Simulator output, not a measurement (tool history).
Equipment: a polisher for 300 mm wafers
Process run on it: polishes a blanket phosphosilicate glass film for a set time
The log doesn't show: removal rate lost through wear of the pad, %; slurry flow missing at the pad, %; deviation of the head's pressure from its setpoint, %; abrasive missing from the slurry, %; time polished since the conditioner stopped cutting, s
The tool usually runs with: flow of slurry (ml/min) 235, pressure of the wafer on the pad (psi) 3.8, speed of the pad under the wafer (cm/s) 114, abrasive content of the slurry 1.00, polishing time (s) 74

run,hour,flow of slurry (ml/min),pressure of the wafer on the pad (psi),speed of the pad under the wafer (cm/s),abrasive content of the slurry,polishing time (s),wafers since the last listed run,wafers polished on this pad,hours since the slurry nozzle was cleaned,hours since the head pressure was calibrated,hours since the slurry blender was calibrated,hours since the conditioning disc was replaced,"incoming thickness of the incoming film, nm",film removed (angstrom)
1,0.0,235,3.8,114,1.00,74,0,1510,79.5,413.1,396.9,46.4,3301.6,7280
# hour 6.2: slurry blender recalibrated
2,66.9,235,3.8,114,1.00,74,784,2294,146.4,480.0,60.7,113.3,3280.0,7381
3,101.7,235,3.8,114,1.00,74,420,2715,181.2,514.8,95.5,148.1,3293.6,7399
# hour 119.6: worn pad replaced by a new one
4,149.9,210,3.8,114,1.00,74,534,366,229.4,563.0,143.7,196.3,3294.5,7346
5,218.3,235,3.8,114,1.20,74,826,1192,297.8,631.4,212.1,264.7,3368.9,7878
6,290.3,235,3.8,114,1.00,74,869,2062,369.8,703.4,284.1,336.7,3368.4,7235
7,338.1,235,3.4,114,1.00,74,577,2640,417.6,751.2,331.9,384.5,3352.0,6533
# hour 357.7: slurry blender recalibrated
# hour 364.4: worn pad replaced by a new one
# hour 364.6: conditioning disc replaced and pad reconditioned
8,375.1,235,3.8,114,0.80,74,371,126,454.6,788.2,17.4,10.5,3311.2,6660
9,434.9,235,3.8,114,1.00,74,722,848,514.4,848.0,77.2,70.3,3278.9,7048
# hour 437.3: slurry nozzle cleaned
10,463.8,235,3.8,114,1.00,74,337,1185,26.5,876.9,106.1,99.2,3292.7,7382
11,509.6,235,3.8,114,1.00,74,553,1739,72.3,922.7,151.9,145.0,3359.0,7312
# hour 560.9: head pressure recalibrated
12,574.9,235,4.8,102,1.00,66,764,2504,137.6,14.0,217.2,210.3,3330.8,7714
13,614.9,295,4.6,92,1.00,90,483,2987,177.6,54.0,257.2,250.3,3278.2,9504
# hour 650.9: worn pad replaced by a new one
14,651.4,235,4.3,148,1.00,74,392,5,214.1,90.5,293.7,286.8,3296.4,9986
15,699.9,235,4.3,148,1.00,74,585,591,262.6,139.0,342.2,335.3,3344.9,9783
16,728.1,235,3.8,152,1.00,74,340,932,290.8,167.2,370.4,363.5,3314.6,8907
# hour 754.2: slurry blender recalibrated
17,767.8,235,3.8,114,1.00,74,455,1387,330.5,206.9,13.6,403.2,3248.5,7348
18,796.5,235,3.8,114,1.00,74,346,1734,359.2,235.6,42.3,431.9,3311.0,7296
19,833.9,195,3.8,126,0.80,53,451,2186,396.6,273.0,79.7,469.3,3277.6,4967
# hour 845.5: conditioning disc replaced and pad reconditioned
# hour 897.4: worn pad replaced by a new one
20,959.4,235,4.6,114,0.75,86,1443,749,522.1,398.5,205.2,113.9,3341.2,8787
# hour 1020.5: slurry nozzle cleaned
21,1030.4,235,3.8,114,1.00,74,845,1595,9.9,469.5,276.2,184.9,3362.0,7473
22,1071.2,210,2.9,114,0.75,61,492,2088,50.7,510.3,317.0,225.7,3242.3,4149
23,1096.2,160,3.8,130,1.00,74,302,2390,75.7,535.3,342.0,250.7,3316.9,7706
24,1123.3,300,3.8,114,0.85,74,327,2717,102.8,562.4,369.1,277.8,3289.2,7071
# hour 1145.2: worn pad replaced by a new one
# hour 1161.4: slurry blender recalibrated
25,1161.9,235,3.8,114,0.75,64,393,177,141.4,601.0,0.5,316.4,3301.3,5742

Alternative continuations, all from the tool just after run 25; predict every row:
A,1162.3,235,3.8,114,1.00,74,4,182,141.8,601.4,0.9,316.8,3293.7,?
B,1162.3,235,3.8,114,1.00,61,4,182,141.8,601.4,0.9,316.8,3293.7,?
C,1162.3,235,2.5,142,1.00,74,4,182,141.8,601.4,0.9,316.8,3293.7,?
D,1162.3,235,3.3,114,1.00,74,4,182,141.8,601.4,0.9,316.8,3293.7,?

run,film removed (angstrom)
A,7393
B,6094
C,5643
D,6420
With no hidden state in the tool, these same runs would have given:
run,film removed (angstrom)
A,7424
B,6120
C,5667
D,6447
